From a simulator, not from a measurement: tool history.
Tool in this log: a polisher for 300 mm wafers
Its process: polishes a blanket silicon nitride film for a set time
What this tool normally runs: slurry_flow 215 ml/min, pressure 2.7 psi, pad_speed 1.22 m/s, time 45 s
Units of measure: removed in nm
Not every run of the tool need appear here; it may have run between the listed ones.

run,hour,slurry_flow,pressure,pad_speed,time,"incoming thickness of the incoming film, nm",removed
1,0,215,2.7,1.22,45,552.8,61
2,88.1,190,2.7,1.22,50,544.4,65.6
3,185.1,215,2.7,1.22,45,555.2,59.1
4,275.4,215,2.7,1.22,45,551.5,55.4
5,490.6,215,2.2,1.44,45,546.2,58.6
6,537.1,215,2.2,1.44,45,547.7,56.7
7,627.9,215,2.7,1.4,45,546.3,67.5
8,726.9,215,2.7,1.22,45,551,59.3
9,767.3,215,2.7,1.22,45,555,58.5
10,869.1,270,2.7,1.06,60,548.2,70.7
11,966.2,215,2.2,1.44,45,542.1,57.1
12,1012.5,215,3.2,1,32,542.9,44.5
13,1101.3,190,2.7,1.22,50,561.7,67.8
14,1189,215,2.7,1.22,37,561.4,50.6
15,1258.5,215,2.3,1.52,45,554.2,62.1
16,1318.2,175,3.5,1.22,45,552.3,75.1
17,1403.6,185,2.1,1.22,41,546.7,40.4
18,1472.8,145,2.7,0.88,45,548.1,45
19,1530.8,215,2.7,1.22,45,557.4,61.1

The log once held 10 entries between its listed runs, left out of this copy. Where does each go, and what is different about the tool's unlogged condition between the listed run before it and the listed run after it?
Between runs 3 and 4: worn pad replaced by a new one (hour 201.5); head pressure recalibrated (hour 267.5)
  slurry flow missing at the pad, %: 31.8 -> 43.3
  measured value less the no-hidden-state value, removed: -4.1 -> -6.5 nm
Between runs 4 and 5: slurry nozzle cleaned (hour 288.2)
  slurry flow missing at the pad, %: 43.3 -> 5.54
  measured value less the no-hidden-state value, removed: -6.5 -> -0.5 nm
Between runs 6 and 7: worn pad replaced by a new one (hour 542.2)
  slurry flow missing at the pad, %: 7.9 -> 13.9
  measured value less the no-hidden-state value, removed: -0.7 -> -1.5 nm
Between runs 10 and 11: worn pad replaced by a new one (hour 886.3); slurry nozzle cleaned (hour 934.2)
  slurry flow missing at the pad, %: 38.9 -> 2.18
  measured value less the no-hidden-state value, removed: -5.4 -> -0.2 nm
Between runs 13 and 14: head pressure recalibrated (hour 1116.9); worn pad replaced by a new one (hour 1188.5)
  slurry flow missing at the pad, %: 5.2 -> 9.37
  measured value less the no-hidden-state value, removed: -0.6 -> -0.7 nm
Between runs 17 and 18: worn pad replaced by a new one (hour 1463); slurry nozzle cleaned (hour 1472.3)
  slurry flow missing at the pad, %: 26.9 -> 2.53
  measured value less the no-hidden-state value, removed: -2.5 -> -0.2 nm
